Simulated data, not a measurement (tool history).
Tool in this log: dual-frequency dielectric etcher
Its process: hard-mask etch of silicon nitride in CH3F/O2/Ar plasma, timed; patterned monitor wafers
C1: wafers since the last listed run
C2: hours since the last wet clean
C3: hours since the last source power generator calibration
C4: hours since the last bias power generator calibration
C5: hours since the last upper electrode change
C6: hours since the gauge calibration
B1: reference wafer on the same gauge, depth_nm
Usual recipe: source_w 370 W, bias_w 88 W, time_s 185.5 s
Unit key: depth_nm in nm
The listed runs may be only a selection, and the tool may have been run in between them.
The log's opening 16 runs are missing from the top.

{"run": 17, "hour": 399.8, "source_w": 370, "bias_w": 88, "time_s": 185.5, "C1": 101, "C2": 167.4, "C3": 217.3, "C4": 328.3, "C5": 348.9, "C6": 166.4, "B1": 127, "depth_nm": 118.3}
{"run": 18, "hour": 421.5, "source_w": 370, "bias_w": 88, "time_s": 217, "C1": 157, "C2": 189.1, "C3": 239, "C4": 350, "C5": 370.6, "C6": 188.1, "B1": 127.3, "depth_nm": 138}
{"run": 19, "hour": 447.7, "source_w": 370, "bias_w": 78, "time_s": 185.5, "C1": 190, "C2": 215.3, "C3": 265.2, "C4": 376.2, "C5": 396.8, "C6": 214.3, "B1": 127.4, "depth_nm": 114.4}
{"run": 20, "hour": 481.5, "source_w": 400, "bias_w": 88, "time_s": 171.5, "C1": 245, "C2": 249.1, "C3": 299, "C4": 410, "C5": 430.6, "C6": 248.1, "B1": 127.5, "depth_nm": 111.6}
{"run": 21, "hour": 502.8, "source_w": 370, "bias_w": 88, "time_s": 185.5, "C1": 154, "C2": 270.4, "C3": 320.3, "C4": 431.3, "C5": 451.9, "C6": 269.4, "B1": 127.5, "depth_nm": 118.4}
{"run": 22, "hour": 531.2, "source_w": 430, "bias_w": 88, "time_s": 185.5, "C1": 206, "C2": 298.8, "C3": 348.7, "C4": 459.7, "C5": 480.3, "C6": 297.8, "B1": 127.7, "depth_nm": 122.8}
{"run": 23, "hour": 567.1, "source_w": 430, "bias_w": 71, "time_s": 149, "C1": 260, "C2": 334.7, "C3": 384.6, "C4": 495.6, "C5": 516.2, "C6": 333.7, "B1": 127.7, "depth_nm": 93.3}
{"run": 24, "hour": 582.4, "source_w": 410, "bias_w": 107, "time_s": 185.5, "C1": 111, "C2": 350, "C3": 399.9, "C4": 510.9, "C5": 531.5, "C6": 349, "B1": 128, "depth_nm": 128.8}
{"run": 25, "hour": 607.7, "source_w": 310, "bias_w": 88, "time_s": 227.5, "C1": 183, "C2": 375.3, "C3": 425.2, "C4": 536.2, "C5": 556.8, "C6": 374.3, "B1": 127.9, "depth_nm": 139.6}
{"run": 26, "hour": 631.6, "source_w": 370, "bias_w": 88, "time_s": 185.5, "C1": 173, "C2": 399.2, "C3": 449.1, "C4": 560.1, "C5": 580.7, "C6": 398.2, "B1": 128.1, "depth_nm": 119.2}
{"run": 27, "hour": 648.8, "source_w": 370, "bias_w": 88, "time_s": 185.5, "C1": 125, "C2": 416.4, "C3": 466.3, "C4": 577.3, "C5": 597.9, "C6": 415.4, "B1": 128, "depth_nm": 119.2}
{"hour": 700.4, "done": "wet clean of the chamber"}
{"run": 28, "hour": 700.9, "source_w": 280, "bias_w": 69, "time_s": 225.5, "C1": 204, "C2": 0.5, "C3": 518.4, "C4": 629.4, "C5": 650, "C6": 467.5, "B1": 128.2, "depth_nm": 127.7}
{"run": 29, "hour": 704.7, "source_w": 430, "bias_w": 88, "time_s": 185.5, "C1": 27, "C2": 4.3, "C3": 522.2, "C4": 633.2, "C5": 653.8, "C6": 471.3, "B1": 128.2, "depth_nm": 123.2}
{"run": 30, "hour": 731.2, "source_w": 440, "bias_w": 71, "time_s": 185.5, "C1": 192, "C2": 30.8, "C3": 548.7, "C4": 659.7, "C5": 680.3, "C6": 497.8, "B1": 128.2, "depth_nm": 117.7}

Each row is a separate what-if for the run after 30, all from the same tool condition, not one after another. Results?
{"run": "A", "hour": 731.7, "source_w": 370, "bias_w": 88, "time_s": 185.5, "C1": 3, "C2": 31.3, "C3": 549.2, "C4": 660.2, "C5": 680.8, "C6": 498.3, "B1": "?", "depth_nm": "?"}
{"run": "B", "hour": 731.7, "source_w": 370, "bias_w": 88, "time_s": 216, "C1": 3, "C2": 31.3, "C3": 549.2, "C4": 660.2, "C5": 680.8, "C6": 498.3, "B1": "?", "depth_nm": "?"}
{"run": "C", "hour": 731.7, "source_w": 370, "bias_w": 88, "time_s": 161.5, "C1": 3, "C2": 31.3, "C3": 549.2, "C4": 660.2, "C5": 680.8, "C6": 498.3, "B1": "?", "depth_nm": "?"}
{"run": "D", "hour": 731.7, "source_w": 370, "bias_w": 88, "time_s": 229, "C1": 3, "C2": 31.3, "C3": 549.2, "C4": 660.2, "C5": 680.8, "C6": 498.3, "B1": "?", "depth_nm": "?"}

run=A B1=128.2 depth_nm=119
run=B B1=128.2 depth_nm=138.5
run=C B1=128.2 depth_nm=103.6
run=D B1=128.2 depth_nm=146.9
Take away the tool's hidden state, keep each run's random variation, and the runs would have read:
run=A depth_nm=116.9
run=B depth_nm=136.1
run=C depth_nm=101.8
run=D depth_nm=144.3
